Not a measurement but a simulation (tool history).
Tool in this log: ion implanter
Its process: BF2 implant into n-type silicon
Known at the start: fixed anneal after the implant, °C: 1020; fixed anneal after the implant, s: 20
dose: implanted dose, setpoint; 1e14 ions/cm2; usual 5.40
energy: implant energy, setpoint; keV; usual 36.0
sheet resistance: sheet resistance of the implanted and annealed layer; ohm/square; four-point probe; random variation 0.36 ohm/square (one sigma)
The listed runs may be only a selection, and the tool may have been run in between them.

run,hour,dose,energy,wafers since the last listed run,hours since the last dose calibration,hours since the extraction supply was calibrated,hours since the gauge calibration,"read-back reference wafer on the same gauge, sheet resistance",sheet resistance
1,0.0,6.01,30.0,0,1468.2,4722.5,206.3,183.91,209.52
2,11.6,6.01,30.0,135,1479.8,4734.1,217.9,183.98,209.20
3,18.6,6.01,30.0,81,1486.8,4741.1,224.9,183.99,209.59
4,28.2,5.40,36.0,112,1496.4,4750.7,234.5,184.01,223.43
5,35.8,5.40,36.0,88,1504.0,4758.3,242.1,184.09,223.64
6,47.4,5.40,36.0,135,1515.6,4769.9,253.7,184.05,223.42
7,53.6,6.39,36.0,72,1521.8,4776.1,259.9,183.95,194.48
8,71.7,5.40,40.5,211,1539.9,4794.2,278.0,184.05,220.13
9,82.7,5.40,36.0,128,1550.9,4805.2,289.0,184.13,223.43
# hour 94.1: extraction supply calibrated
10,94.6,5.40,36.0,45,1562.8,0.5,300.9,183.96,223.39
11,104.0,4.61,36.0,109,1572.2,9.9,310.3,184.14,254.54
12,120.0,4.82,30.0,186,1588.2,25.9,326.3,183.92,250.59
13,132.3,5.40,36.0,143,1600.5,38.2,338.6,184.00,223.72
14,140.7,5.40,36.0,98,1608.9,46.6,347.0,183.97,223.83
15,148.9,5.40,23.5,95,1617.1,54.8,355.2,183.89,237.34
16,157.4,4.07,24.0,99,1625.6,63.3,363.7,183.97,297.37
# hour 159.7: gauge calibrated
17,171.8,5.40,36.0,168,1640.0,77.7,12.1,183.97,224.15
18,181.7,3.93,39.5,115,1649.9,87.6,22.0,183.95,291.95
19,192.9,4.47,23.5,130,1661.1,98.8,33.2,183.90,275.80
# hour 211.7: Faraday cup replaced and dose calibrated
20,212.2,6.55,45.5,132,0.5,118.1,52.5,183.99,176.47
21,217.3,6.43,31.0,59,5.6,123.2,57.6,184.02,190.47
22,229.0,6.24,48.0,136,17.3,134.9,69.3,184.03,183.97
23,245.0,5.40,36.0,186,33.3,150.9,85.3,183.96,213.85
24,252.8,4.95,41.0,91,41.1,158.7,93.1,184.08,227.91
25,268.6,5.40,36.0,184,56.9,174.5,108.9,183.98,214.63
26,278.1,5.40,32.5,110,66.4,184.0,118.4,184.03,216.64
27,293.4,6.33,45.5,178,81.7,199.3,133.7,183.92,182.85

Run-by-run hidden state of the tool:
deviation of the true energy from its setpoint, %: 0, the same for each run
gauge reads high (%): 0, the same for each run
H1: deviation of the true dose from the Faraday cup's reading, %
run,H1
1,-4.73
2,-4.77
3,-4.79
4,-4.82
5,-4.85
6,-4.89
7,-4.91
8,-4.97
9,-5.01
10,-5.05
11,-5.08
12,-5.13
13,-5.17
14,-5.2
15,-5.23
16,-5.25
17,-5.3
18,-5.34
19,-5.37
20,-0.0523
21,-0.0693
22,-0.108
23,-0.162
24,-0.188
25,-0.24
26,-0.272
27,-0.323
